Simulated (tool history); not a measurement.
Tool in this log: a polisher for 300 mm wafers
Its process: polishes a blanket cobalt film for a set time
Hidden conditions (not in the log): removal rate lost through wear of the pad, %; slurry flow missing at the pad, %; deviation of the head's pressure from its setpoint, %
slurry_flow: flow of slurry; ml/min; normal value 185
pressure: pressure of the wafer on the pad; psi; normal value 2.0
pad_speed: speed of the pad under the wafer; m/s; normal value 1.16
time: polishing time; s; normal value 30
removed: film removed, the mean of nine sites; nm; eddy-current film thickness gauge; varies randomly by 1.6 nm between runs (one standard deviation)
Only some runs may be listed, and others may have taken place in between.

run	hour	slurry_flow	pressure	pad_speed	time	wafers since the last listed run	wafers polished on this pad	hours since the slurry nozzle was cleaned	hours since the head pressure was calibrated	incoming thickness of the incoming film, nm	removed
1	0.0	185	2.0	1.16	28	0	5183	331.4	94.5	1057.7	157.3
# hour 16.6: worn pad replaced by a new one
# hour 27.2: slurry nozzle cleaned
2	60.4	145	2.0	1.16	30	733	567	33.2	154.9	1055.7	163.6
3	127.1	185	2.0	1.16	30	883	1450	99.9	221.6	1051.1	169.5
4	219.5	185	2.0	1.16	30	1224	2674	192.3	314.0	1053.4	170.0
5	268.6	185	2.0	1.16	30	650	3325	241.4	363.1	1054.5	167.0
6	370.0	185	2.0	1.16	24	1343	4668	342.8	464.5	1033.0	136.3
# hour 466.2: worn pad replaced by a new one
7	472.7	185	2.0	1.16	24	1307	85	445.5	567.2	1046.3	131.6
# hour 476.4: slurry nozzle cleaned
8	514.4	185	2.0	1.16	24	539	624	38.0	608.9	1060.6	136.8
9	565.8	185	2.0	1.16	30	680	1305	89.4	660.3	1033.8	170.8
10	669.8	185	2.0	1.16	30	1377	2683	193.4	764.3	1039.1	167.7
11	709.8	185	2.0	1.16	30	529	3213	233.4	804.3	1032.4	172.8
12	790.5	185	2.5	1.16	30	1069	4282	314.1	885.0	1050.4	210.7
# hour 823.4: worn pad replaced by a new one
# hour 833.6: slurry nozzle cleaned
13	871.1	185	2.0	1.16	30	1001	618	37.5	965.6	1048.9	177.4
14	961.3	150	1.7	1.16	21	1194	1813	127.7	1055.8	1049.5	98.8
15	1095.4	230	2.0	1.04	30	1776	3590	261.8	1189.9	1052.1	166.5
16	1197.2	185	2.0	1.16	36	1348	4938	363.6	1291.7	1048.8	205.3
# hour 1223.8: slurry nozzle cleaned
# hour 1284.1: worn pad replaced by a new one
17	1295.8	205	2.0	1.32	26	1239	155	72.0	1390.3	1035.9	170.5
18	1361.0	185	2.0	1.16	30	863	1019	137.2	1455.5	1045.0	175.8
# hour 1438.8: head pressure recalibrated
19	1446.0	185	1.5	1.36	27	1099	2118	222.2	7.2	1030.9	126.6
20	1524.0	245	2.0	1.16	35	1033	3151	300.2	85.2	1034.8	201.4
21	1637.5	240	2.6	1.30	22	1503	4655	413.7	198.7	1046.1	181.1
# hour 1648.2: worn pad replaced by a new one
# hour 1691.8: slurry nozzle cleaned
22	1702.2	185	2.0	1.16	30	790	701	10.4	263.4	1058.1	172.9
23	1743.1	240	2.0	1.48	36	541	1243	51.3	304.3	1050.1	256.4
24	1815.1	185	2.0	1.30	30	953	2197	123.3	376.3	1028.6	184.2
25	1916.1	185	2.0	1.16	30	1337	3535	224.3	477.3	1064.7	166.1
26	1964.4	185	2.0	1.16	30	639	4174	272.6	525.6	1057.6	168.7
# hour 2029.8: worn pad replaced by a new one
27	2045.1	135	2.0	1.16	30	1016	202	353.3	606.3	1030.2	156.4

Consider 4 possible next runs. They are alternatives, not a sequence: every one starts from the tool as it was left by run 27. What does each give?
A	2045.5	185	2.0	1.16	30	5	207	353.7	606.7	1052.9	?
B	2045.5	160	2.7	1.16	30	5	207	353.7	606.7	1052.9	?
C	2045.5	185	2.0	0.92	33	5	207	353.7	606.7	1052.9	?
D	2045.5	185	1.6	1.40	30	5	207	353.7	606.7	1052.9	?

run	removed
A	167.1
B	218.4
C	156.4
D	153.5
Had the tool no hidden state, the same runs would have come out as:
run	removed
A	174.0
B	229.2
C	163.0
D	160.0

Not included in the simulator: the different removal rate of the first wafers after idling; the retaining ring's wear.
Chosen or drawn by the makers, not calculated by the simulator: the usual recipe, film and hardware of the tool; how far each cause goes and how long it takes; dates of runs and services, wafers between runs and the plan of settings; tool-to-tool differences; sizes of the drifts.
